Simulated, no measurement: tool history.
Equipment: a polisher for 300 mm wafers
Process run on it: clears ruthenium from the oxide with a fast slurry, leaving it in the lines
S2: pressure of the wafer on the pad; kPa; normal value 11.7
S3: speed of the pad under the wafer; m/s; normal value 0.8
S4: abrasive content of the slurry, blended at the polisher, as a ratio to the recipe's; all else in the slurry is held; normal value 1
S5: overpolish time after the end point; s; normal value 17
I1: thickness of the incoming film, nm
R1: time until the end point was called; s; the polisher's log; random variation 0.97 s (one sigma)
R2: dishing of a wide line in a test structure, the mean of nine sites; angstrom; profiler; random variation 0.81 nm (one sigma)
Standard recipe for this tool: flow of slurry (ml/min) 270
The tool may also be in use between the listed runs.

Run 1, hour 0: usual settings; I1 279. Result: R1 126.5 s, R2 310 angstrom.
At hour 1.6: worn pad replaced by a new one.
At hour 3.2: slurry blender recalibrated.
Run 2, hour 30.7: usual settings; I1 279. Result: R1 123.2 s, R2 329 angstrom.
Run 3, hour 53.3: usual settings; I1 281.1. Result: R1 127.8 s, R2 304 angstrom.
Run 4, hour 74.9: usual settings; I1 276.2. Result: R1 125.4 s, R2 323 angstrom.
Run 5, hour 90.7: usual settings; I1 277.9. Result: R1 124.7 s, R2 302 angstrom.
Run 6, hour 113.6: usual settings; I1 280.9. Result: R1 127.8 s, R2 322 angstrom.
At hour 121.7: worn pad replaced by a new one.
At hour 132.2: slurry blender recalibrated.
Run 7, hour 147.3: usual settings but S2 13.1 kPa, S5 15 s; I1 279.1. Result: R1 108.9 s, R2 303 angstrom.
Run 8, hour 170.2: usual settings but flow of slurry (ml/min) 315; I1 281.7. Result: R1 124.7 s, R2 312 angstrom.
Run 9, hour 202.6: usual settings but flow of slurry (ml/min) 205; I1 279.2. Result: R1 129.9 s, R2 312 angstrom.
At hour 218.9: worn pad replaced by a new one.
Run 10, hour 227.2: usual settings but flow of slurry (ml/min) 340, S3 0.54 m/s, S4 1.2; I1 279.1. Result: R1 161.6 s, R2 249 angstrom.
At hour 234.7: head pressure recalibrated.
At hour 256.1: slurry nozzle cleaned.
Run 11, hour 256.6: usual settings but S2 10.3 kPa, S3 0.52 m/s, S4 0.9; I1 284.7. Result: R1 228.7 s, R2 195 angstrom.
Run 12, hour 273.4: usual settings but S3 1.06 m/s, S4 0.8; I1 284. Result: R1 103.8 s, R2 375 angstrom.
At hour 280.1: slurry blender recalibrated.
Run 13, hour 306.3: usual settings but S3 1.06 m/s, S4 0.8; I1 278.6. Result: R1 104.4 s, R2 353 angstrom.
Run 14, hour 329: usual settings but flow of slurry (ml/min) 225, S2 9.7 kPa, S4 1.15, S5 11 s; I1 281.9. Result: R1 152.5 s, R2 186 angstrom.
At hour 333.9: worn pad replaced by a new one.
Run 15, hour 362.7: usual settings but flow of slurry (ml/min) 245, S2 13.1 kPa, S5 20 s; I1 274.3. Result: R1 110.1 s, R2 374 angstrom.
Run 16, hour 379.7: usual settings; I1 279.9. Result: R1 125 s, R2 320 angstrom.
Run 17, hour 392.9: usual settings but flow of slurry (ml/min) 245, S3 0.62 m/s, S4 0.9, S5 14 s; I1 282.5. Result: R1 173 s, R2 211 angstrom.

Forecast each of these 4 alternatives for the next run:
Run A, hour 393.4: usual settings but S2 15.2 kPa; I1 278.2. Result: R1 ?, R2 ?.
Run B, hour 393.4: usual settings but S5 24 s; I1 278.2. Result: R1 ?, R2 ?.
Run C, hour 393.4: usual settings but S4 1.25; I1 278.2. Result: R1 ?, R2 ?.
Run D, hour 393.4: usual settings but flow of slurry (ml/min) 360, S2 7.6 kPa; I1 278.2. Result: R1 ?, R2 ?.

run     R1   R2
  A   96.9  370
  B  125.5  394
  C  115.9  323
  D  188.8  217
Without the tool's hidden state the same runs would have given:
run     R1   R2
  A   89.5  392
  B  115.8  417
  C  106.9  344
  D  174.2  232
